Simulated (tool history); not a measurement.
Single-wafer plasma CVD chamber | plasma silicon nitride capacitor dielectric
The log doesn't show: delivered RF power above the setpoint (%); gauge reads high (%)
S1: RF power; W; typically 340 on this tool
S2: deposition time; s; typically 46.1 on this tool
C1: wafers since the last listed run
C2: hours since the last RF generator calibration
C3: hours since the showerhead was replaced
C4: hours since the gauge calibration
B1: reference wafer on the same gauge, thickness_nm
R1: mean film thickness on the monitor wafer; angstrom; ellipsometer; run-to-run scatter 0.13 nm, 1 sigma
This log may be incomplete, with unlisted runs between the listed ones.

run     day   S1    S2    C1      C2      C3     C4      B1      R1
  1   0.000  305  49.8     0  1858.0  3157.7  127.0  52.710  626.36
  2   1.046  325  53.3   482  1883.1  3182.8  152.1  52.720  683.13
  3   2.208  325  53.3   536  1911.0  3210.7  180.0  52.700  680.70
  4   2.875  325  53.3   307  1927.0  3226.7  196.0  52.702  682.59
  5   3.850  340  46.1   449  1950.4  3250.1  219.4  52.711  597.10
  6   4.875  340  46.1   473  1975.0  3274.7  244.0  52.698  598.49
  7   5.812  370  46.1   432  1997.5  3297.2  266.5  52.704  611.59
  8   6.671  370  46.1   396  2018.1  3317.8  287.1  52.701  613.80
  9   7.204  340  46.1   246  2030.9  3330.6  299.9  52.690  597.60
 10   8.267  340  48.0   490  2056.4  3356.1  325.4  52.675  625.37
 11   8.838  340  46.1   263  2070.1  3369.8  339.1  52.715  598.88
 12   9.408  340  46.1   263  2083.8  3383.5  352.8  52.695  598.23
 13  10.529  340  46.1   517  2110.7  3410.4  379.7  52.705  598.68
 14  11.671  395  46.1   526  2138.1  3437.8  407.1  52.703  625.72
 15  12.192  395  46.1   240  2150.6  3450.3  419.6  52.710  624.27
 16  13.058  395  46.1   399  2171.4  3471.1  440.4  52.701  624.92
 17  14.492  325  48.5   661  2205.8  3505.5  474.8  52.693  618.69
 18  15.067  340  52.5   265  2219.6  3519.3  488.6  52.698  682.07
 19  16.154  340  52.5   501  2245.7  3545.4  514.7  52.712  682.52
 20  17.079  340  46.1   426  2267.9  3567.6  536.9  52.708  597.34
 21  18.092  340  46.1   467  2292.2  3591.9  561.2  52.707  599.59
 22  19.521  395  48.4   659  2326.5  3626.2  595.5  52.716  655.21
 23  20.962  290  50.8   665  2361.1  3660.8  630.1  52.729  628.30
     24.300  -- RF generator calibrated
 24  24.321  405  37.6  1396     0.5  3741.4  710.7  52.704  524.36
 25  25.262  340  46.1   434    23.1  3764.0  733.3  52.686  611.99
 26  26.350  340  46.1   501    49.2  3790.1  759.4  52.693  612.17
     27.250  -- gauge calibrated
 27  27.683  340  46.1   615    81.2  3822.1   10.4  52.710  610.76
 28  28.579  285  50.1   413   102.7  3843.6   31.9  52.682  631.45
     30.383  -- showerhead replaced
 29  30.404  390  54.7   688   146.5     0.5   75.7  52.694  751.23
 30  30.967  285  39.7   259   160.0    14.0   89.2  52.710  497.22
 31  31.604  400  46.1   294   175.3    29.3  104.5  52.724  639.98
 32  32.267  360  50.1   305   191.2    45.2  120.4  52.691  670.63
 33  33.642  360  42.4   634   224.2    78.2  153.4  52.694  568.95
 34  35.117  395  46.1   680   259.6   113.6  188.8  52.697  635.36
 35  36.442  395  48.6   611   291.4   145.4  220.6  52.721  668.18
 36  37.725  340  50.0   592   322.2   176.2  251.4  52.697  655.54
 37  39.142  405  52.8   653   356.2   210.2  285.4  52.701  729.85
 38  40.204  340  51.6   490   381.7   235.7  310.9  52.695  678.09
 39  41.379  270  53.8   542   409.9   263.9  339.1  52.694  661.49
 40  42.033  340  46.1   301   425.6   279.6  354.8  52.708  605.04

For some of the steps in R1 from one run to the next: how much would appear even if the tool had no hidden state, given the settings, what came in and random variation, and how much remains for the hidden state plus any gauge scatter that the measured result and the result without hidden state don't share?
Run 4 -> 5: S1 325 -> 340, S2 53.3 -> 46.1. R1 -85.49 angstrom: hidden state +2.10, all else -87.59.
Run 19 -> 20: S2 52.5 -> 46.1. R1 -85.18 angstrom: hidden state +2.19, all else -87.37.
Run 23 -> 24: S1 290 -> 405, S2 50.8 -> 37.6, RF generator calibrated. R1 -103.94 angstrom: hidden state +14.95, all else -118.89.
Run 28 -> 29: S1 285 -> 390, S2 50.1 -> 54.7, showerhead replaced. R1 +119.78 angstrom: hidden state -1.60, all else +121.38.
Run 29 -> 30: S1 390 -> 285, S2 54.7 -> 39.7. R1 -254.01 angstrom: hidden state +1.62, all else -255.63.
Run 30 -> 31: S1 285 -> 400, S2 39.7 -> 46.1. R1 +142.76 angstrom: hidden state -1.32, all else +144.08.

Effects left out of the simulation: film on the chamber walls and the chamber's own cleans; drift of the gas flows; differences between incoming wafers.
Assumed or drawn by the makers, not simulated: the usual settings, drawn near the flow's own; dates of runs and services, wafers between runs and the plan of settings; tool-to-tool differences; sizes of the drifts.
